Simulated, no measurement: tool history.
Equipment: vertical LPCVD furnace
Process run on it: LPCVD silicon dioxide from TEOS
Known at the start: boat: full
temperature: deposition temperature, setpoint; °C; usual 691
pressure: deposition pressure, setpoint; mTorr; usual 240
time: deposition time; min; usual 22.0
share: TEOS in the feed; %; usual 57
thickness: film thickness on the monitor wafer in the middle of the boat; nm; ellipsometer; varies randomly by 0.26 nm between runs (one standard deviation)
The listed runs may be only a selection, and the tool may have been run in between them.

run	day	temperature	pressure	time	share	read-back reference wafer on the same gauge, thickness	thickness
1	0.000	691	240	22.0	57	109.98	105.78
2	2.171	691	240	22.0	57	110.03	105.41
3	6.262	691	240	22.0	57	110.11	105.83
4	9.192	691	240	22.0	57	109.86	105.95
5	12.342	691	210	22.0	49	109.98	91.62
6	15.592	691	240	22.0	57	110.11	106.24
7	17.654	691	240	22.0	57	110.09	106.32
8	30.604	691	240	22.0	57	110.07	106.81
9	33.775	691	240	22.0	57	110.09	107.09
10	37.633	691	240	22.0	57	110.11	106.99
11	41.238	691	240	22.0	57	109.94	106.52
# day 42.946: TEOS flow controller replaced
# day 43.229: gauge calibrated
12	43.942	687	240	22.0	57	110.02	98.58
# day 48.758: pressure gauge zeroed
13	50.846	687	240	22.0	57	109.94	99.11
14	53.650	691	240	22.0	57	110.10	109.23
# day 56.242: thermocouples replaced and temperature profile calibrated
15	57.608	688	240	22.0	57	110.14	98.28
16	59.312	684	225	26.0	57	109.89	102.21
17	61.058	691	240	22.0	50	109.94	98.10
18	62.971	691	240	22.0	57	110.05	104.87
19	66.788	703	240	25.5	57	110.02	160.05
20	70.783	691	240	22.0	57	109.88	104.87
21	72.400	685	240	22.0	57	110.09	90.82
22	75.038	691	240	22.0	57	110.03	104.89
23	79.038	691	240	22.0	51	110.15	99.24
24	80.583	691	195	16.0	57	109.95	68.70
25	82.704	691	240	26.0	61	110.04	128.44
26	86.529	679	240	22.0	57	110.13	78.77
27	89.854	691	240	22.0	57	109.92	104.98
28	91.533	691	240	22.0	48	110.01	96.53
29	93.504	691	240	22.0	57	109.95	105.57

Branching from run 29: 5 alternative next runs. What would each branch give?
A	93.642	691	240	22.0	68	?	?
B	93.642	691	240	22.0	46	?	?
C	93.642	698	275	29.0	68	?	?
D	93.642	691	240	13.5	57	?	?
E	93.642	691	240	29.0	57	?	?

run	read-back reference wafer on the same gauge, thickness	thickness
A	110.00	114.68
B	110.00	94.24
C	110.00	190.74
D	110.00	64.40
E	110.00	138.34
Without the tool's unlogged condition, the same runs would have read:
run	thickness
A	113.36
B	93.23
C	188.58
D	63.68
E	136.80
